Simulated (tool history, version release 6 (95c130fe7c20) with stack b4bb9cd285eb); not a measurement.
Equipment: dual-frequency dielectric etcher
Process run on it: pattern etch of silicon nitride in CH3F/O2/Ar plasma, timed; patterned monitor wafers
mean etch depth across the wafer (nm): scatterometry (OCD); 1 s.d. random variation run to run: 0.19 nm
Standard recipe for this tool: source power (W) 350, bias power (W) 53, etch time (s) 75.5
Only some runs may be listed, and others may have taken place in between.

run,hour,source power (W),bias power (W),etch time (s),"read-back reference wafer on the same gauge, depth_nm",mean etch depth across the wafer (nm)
1,0.0,350,53,75.5,46.33,45.27
2,14.3,350,53,75.5,46.30,45.54
# hour 30.0: source power generator calibrated
3,61.9,350,53,75.5,46.31,46.84
4,120.5,350,53,75.5,46.30,46.40
5,165.9,350,53,75.5,46.31,46.64
# hour 173.2: bias power generator calibrated
6,209.9,350,48,62.0,46.28,37.55
7,244.6,350,43,75.5,46.28,44.39
8,289.9,350,64,94.5,46.28,61.86
# hour 338.4: wet clean of the chamber
9,338.9,420,53,75.5,46.28,49.62
10,362.0,330,45,61.0,46.34,34.95
11,407.1,350,53,75.5,46.35,45.70
12,451.3,350,53,75.5,46.31,45.71
# hour 466.6: gauge calibrated
13,504.0,420,62,60.5,46.29,41.38
14,562.5,430,46,86.0,46.30,55.02
15,615.1,350,42,75.5,46.28,43.48
16,671.1,270,41,75.5,46.31,38.83
17,702.2,380,53,87.0,46.30,54.72
18,772.9,410,53,84.5,46.26,55.24
19,823.7,350,53,86.0,46.28,52.53
20,861.5,390,43,75.5,46.29,46.42
# hour 900.2: wet clean of the chamber
21,909.2,300,53,60.5,46.29,34.46
22,978.1,350,53,75.5,46.30,45.44
23,1016.1,350,53,63.0,46.27,37.68
24,1070.6,350,53,75.5,46.32,45.76
25,1141.0,380,44,53.0,46.26,31.76
26,1190.2,290,59,90.0,46.35,51.94
27,1249.2,270,62,97.0,46.32,54.91
28,1312.9,350,48,66.5,46.32,39.60
29,1374.9,420,64,75.5,46.33,51.84

5 options for the next run, each taken on its own from the tool as it stands now. Forecast them:
A,1375.3,350,53,75.5,?,?
B,1375.3,310,53,81.0,?,?
C,1375.3,350,53,55.5,?,?
D,1375.3,350,58,75.5,?,?
E,1375.3,410,53,75.5,?,?

run,"read-back reference wafer on the same gauge, depth_nm",mean etch depth across the wafer (nm)
A,46.25,45.82
B,46.25,46.77
C,46.25,33.68
D,46.25,46.87
E,46.25,48.88
With the hidden condition removed and each run's random variation left untouched, the same runs would have given:
run,mean etch depth across the wafer (nm)
A,45.90
B,46.84
C,33.74
D,46.94
E,48.97
